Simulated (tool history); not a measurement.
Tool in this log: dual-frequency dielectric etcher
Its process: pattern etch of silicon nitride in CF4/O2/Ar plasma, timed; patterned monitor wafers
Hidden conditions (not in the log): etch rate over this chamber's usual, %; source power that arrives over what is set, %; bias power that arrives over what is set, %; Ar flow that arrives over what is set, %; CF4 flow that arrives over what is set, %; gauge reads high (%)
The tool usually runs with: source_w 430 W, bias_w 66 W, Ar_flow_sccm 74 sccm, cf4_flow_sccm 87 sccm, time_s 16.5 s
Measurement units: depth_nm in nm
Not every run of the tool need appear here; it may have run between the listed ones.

run	hour	source_w	bias_w	Ar_flow_sccm	cf4_flow_sccm	time_s	wafers since the last listed run	hours since the last wet clean	hours since the last source power generator calibration	hours since the last bias power generator calibration	hours since the last Ar flow controller change	hours since the last CF4 flow controller change	hours since the last upper electrode change	hours since the gauge calibration	read-back reference wafer on the same gauge, depth_nm	depth_nm
1	0.0	430	66	59	87	21.0	0	12.2	2060.4	193.3	104.1	3532.5	85.9	216.0	26.50	41.41
2	17.4	430	71	88	70	16.5	197	29.6	2077.8	210.7	121.5	3549.9	103.3	233.4	26.50	31.43
# hour 26.3: source power generator calibrated
3	26.7	430	66	74	87	16.5	60	38.9	0.4	220.0	130.8	3559.2	112.6	242.7	26.51	30.52
4	40.1	430	56	74	96	16.5	152	52.3	13.8	233.4	144.2	3572.6	126.0	256.1	26.49	27.93
5	56.4	430	66	74	87	16.5	185	68.6	30.1	249.7	160.5	3588.9	142.3	272.4	26.49	30.56
# hour 63.5: CF4 flow controller replaced
6	63.8	430	54	79	104	16.5	15	76.0	37.5	257.1	167.9	0.3	149.7	279.8	26.51	27.49
7	79.3	430	66	74	87	16.5	176	91.5	53.0	272.6	183.4	15.8	165.2	295.3	26.51	30.41
8	86.7	520	66	79	105	13.0	84	98.9	60.4	280.0	190.8	23.2	172.6	302.7	26.50	28.04
9	101.5	430	52	92	87	12.5	168	113.7	75.2	294.8	205.6	38.0	187.4	317.5	26.50	19.38
10	118.8	430	66	83	68	16.5	196	131.0	92.5	312.1	222.9	55.3	204.7	334.8	26.51	29.00
11	127.7	430	66	74	87	16.5	101	139.9	101.4	321.0	231.8	64.2	213.6	343.7	26.50	30.43
12	176.2	430	66	74	87	16.5	551	188.4	149.9	369.5	280.3	112.7	262.1	392.2	26.52	30.43
13	184.7	430	66	89	93	20.5	96	196.9	158.4	378.0	288.8	121.2	270.6	400.7	26.52	37.42
14	192.0	340	57	62	79	16.5	82	204.2	165.7	385.3	296.1	128.5	277.9	408.0	26.50	23.89
15	200.0	480	66	67	87	16.5	90	212.2	173.7	393.3	304.1	136.5	285.9	416.0	26.49	33.33
16	208.4	390	66	74	87	16.5	95	220.6	182.1	401.7	312.5	144.9	294.3	424.4	26.51	28.40
17	214.5	430	66	89	95	16.5	69	226.7	188.2	407.8	318.6	151.0	300.4	430.5	26.49	30.11
18	222.1	430	78	61	107	16.5	86	234.3	195.8	415.4	326.2	158.6	308.0	438.1	26.50	34.71
19	232.4	430	56	63	71	18.5	117	244.6	206.1	425.7	336.5	168.9	318.3	448.4	26.49	30.86
20	240.5	430	66	74	77	16.5	92	252.7	214.2	433.8	344.6	177.0	326.4	456.5	26.49	29.94
21	251.2	430	66	74	87	16.5	121	263.4	224.9	444.5	355.3	187.7	337.1	467.2	26.50	30.35

Branching from run 21: 4 alternative next runs. What would each branch give?
A	251.6	430	66	74	87	16.5	4	263.8	225.3	444.9	355.7	188.1	337.5	467.6	?	?
B	251.6	520	79	64	87	16.5	4	263.8	225.3	444.9	355.7	188.1	337.5	467.6	?	?
C	251.6	500	66	74	97	16.5	4	263.8	225.3	444.9	355.7	188.1	337.5	467.6	?	?
D	251.6	430	66	57	87	16.5	4	263.8	225.3	444.9	355.7	188.1	337.5	467.6	?	?

run	read-back reference wafer on the same gauge, depth_nm	depth_nm
A	26.50	30.37
B	26.50	39.25
C	26.50	34.33
D	26.50	31.27
Without the tool's hidden state the same runs would have given:
run	depth_nm
A	30.71
B	39.69
C	34.72
D	31.62

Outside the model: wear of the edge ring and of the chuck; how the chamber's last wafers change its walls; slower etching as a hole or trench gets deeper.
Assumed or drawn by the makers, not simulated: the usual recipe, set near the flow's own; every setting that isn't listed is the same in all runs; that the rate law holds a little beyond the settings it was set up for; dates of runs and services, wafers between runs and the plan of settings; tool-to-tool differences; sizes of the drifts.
